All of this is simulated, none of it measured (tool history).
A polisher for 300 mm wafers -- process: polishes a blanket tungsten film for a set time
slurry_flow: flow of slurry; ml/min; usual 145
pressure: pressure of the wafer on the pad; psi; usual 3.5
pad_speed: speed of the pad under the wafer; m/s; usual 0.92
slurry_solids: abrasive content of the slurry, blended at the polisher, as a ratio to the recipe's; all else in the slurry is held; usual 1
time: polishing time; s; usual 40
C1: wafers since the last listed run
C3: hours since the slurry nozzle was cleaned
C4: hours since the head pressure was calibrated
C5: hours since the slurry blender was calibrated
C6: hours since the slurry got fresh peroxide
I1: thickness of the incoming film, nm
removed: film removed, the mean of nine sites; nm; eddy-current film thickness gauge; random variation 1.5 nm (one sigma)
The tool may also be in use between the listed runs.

{"run": 1, "day": 0.0, "slurry_flow": 145, "pressure": 3.5, "pad_speed": 0.92, "slurry_solids": 1, "time": 40, "C1": 0, "wafers polished on this pad": 2701, "C3": 23.2, "C4": 110.1, "C5": 231.4, "C6": 253.1, "I1": 730.4, "removed": 139.1}
{"day": 2.221, "done": "slurry tank refilled with fresh slurry and peroxide"}
{"run": 2, "day": 2.996, "slurry_flow": 145, "pressure": 3.5, "pad_speed": 0.92, "slurry_solids": 1, "time": 40, "C1": 872, "wafers polished on this pad": 3574, "C3": 95.1, "C4": 182, "C5": 303.3, "C6": 18.6, "I1": 739.8, "removed": 140.2}
{"day": 3.667, "done": "worn pad replaced by a new one"}
{"day": 5.75, "done": "slurry blender recalibrated"}
{"run": 3, "day": 6.429, "slurry_flow": 145, "pressure": 3.5, "pad_speed": 0.92, "slurry_solids": 1, "time": 40, "C1": 940, "wafers polished on this pad": 790, "C3": 177.5, "C4": 264.4, "C5": 16.3, "C6": 101, "I1": 737.2, "removed": 138.3}
{"run": 4, "day": 9.125, "slurry_flow": 145, "pressure": 3.5, "pad_speed": 0.92, "slurry_solids": 1, "time": 32, "C1": 796, "wafers polished on this pad": 1587, "C3": 242.2, "C4": 329.1, "C5": 81, "C6": 165.7, "I1": 749.1, "removed": 109.6}
{"run": 5, "day": 11.062, "slurry_flow": 145, "pressure": 3.5, "pad_speed": 0.92, "slurry_solids": 1, "time": 32, "C1": 572, "wafers polished on this pad": 2159, "C3": 288.7, "C4": 375.6, "C5": 127.5, "C6": 212.2, "I1": 745.9, "removed": 110.3}
{"run": 6, "day": 15.017, "slurry_flow": 145, "pressure": 3.5, "pad_speed": 0.92, "slurry_solids": 1.1, "time": 40, "C1": 1167, "wafers polished on this pad": 3327, "C3": 383.6, "C4": 470.5, "C5": 222.4, "C6": 307.1, "I1": 741.4, "removed": 138.3}
{"day": 16.717, "done": "slurry tank refilled with fresh slurry and peroxide"}
{"run": 7, "day": 17.375, "slurry_flow": 145, "pressure": 3.5, "pad_speed": 0.92, "slurry_solids": 1, "time": 40, "C1": 684, "wafers polished on this pad": 4011, "C3": 440.2, "C4": 527.1, "C5": 279, "C6": 15.8, "I1": 751.7, "removed": 138.7}
{"day": 19.312, "done": "worn pad replaced by a new one"}
{"day": 19.567, "done": "slurry blender recalibrated"}
{"run": 8, "day": 20.462, "slurry_flow": 120, "pressure": 3.5, "pad_speed": 0.92, "slurry_solids": 1, "time": 40, "C1": 838, "wafers polished on this pad": 315, "C3": 514.3, "C4": 601.2, "C5": 21.5, "C6": 89.9, "I1": 722.6, "removed": 132.1}
{"run": 9, "day": 24.117, "slurry_flow": 120, "pressure": 3.5, "pad_speed": 0.92, "slurry_solids": 1, "time": 40, "C1": 1079, "wafers polished on this pad": 1394, "C3": 602, "C4": 688.9, "C5": 109.2, "C6": 177.6, "I1": 742.8, "removed": 130.4}
{"day": 25.396, "done": "slurry nozzle cleaned"}
{"run": 10, "day": 27.704, "slurry_flow": 145, "pressure": 3.5, "pad_speed": 0.92, "slurry_solids": 1, "time": 40, "C1": 1047, "wafers polished on this pad": 2442, "C3": 55.4, "C4": 775, "C5": 195.3, "C6": 263.7, "I1": 742.5, "removed": 128.3}
{"run": 11, "day": 31.1, "slurry_flow": 145, "pressure": 3.5, "pad_speed": 0.92, "slurry_solids": 1, "time": 40, "C1": 1003, "wafers polished on this pad": 3445, "C3": 136.9, "C4": 856.5, "C5": 276.8, "C6": 345.2, "I1": 739, "removed": 126.6}
{"day": 32.246, "done": "slurry tank refilled with fresh slurry and peroxide"}
{"run": 12, "day": 33.1, "slurry_flow": 145, "pressure": 3.5, "pad_speed": 0.92, "slurry_solids": 1, "time": 40, "C1": 578, "wafers polished on this pad": 4023, "C3": 184.9, "C4": 904.5, "C5": 324.8, "C6": 20.5, "I1": 736.9, "removed": 126.5}

Run 13 has not been measured yet. What should we expect?
{"day": 33.912, "done": "worn pad replaced by a new one"}
{"day": 35.483, "done": "slurry blender recalibrated"}
{"run": 13, "day": 35.504, "slurry_flow": 110, "pressure": 3.5, "pad_speed": 0.92, "slurry_solids": 1, "time": 30, "C1": 636, "wafers polished on this pad": 445, "C3": 242.6, "C4": 962.2, "C5": 0.5, "C6": 78.2, "I1": 743.9, "removed": "?"}

Run 13 produced removed 86.8 nm.
On a tool with no hidden condition, and with the same random variation, this run would have come out at removed 99.4 nm.
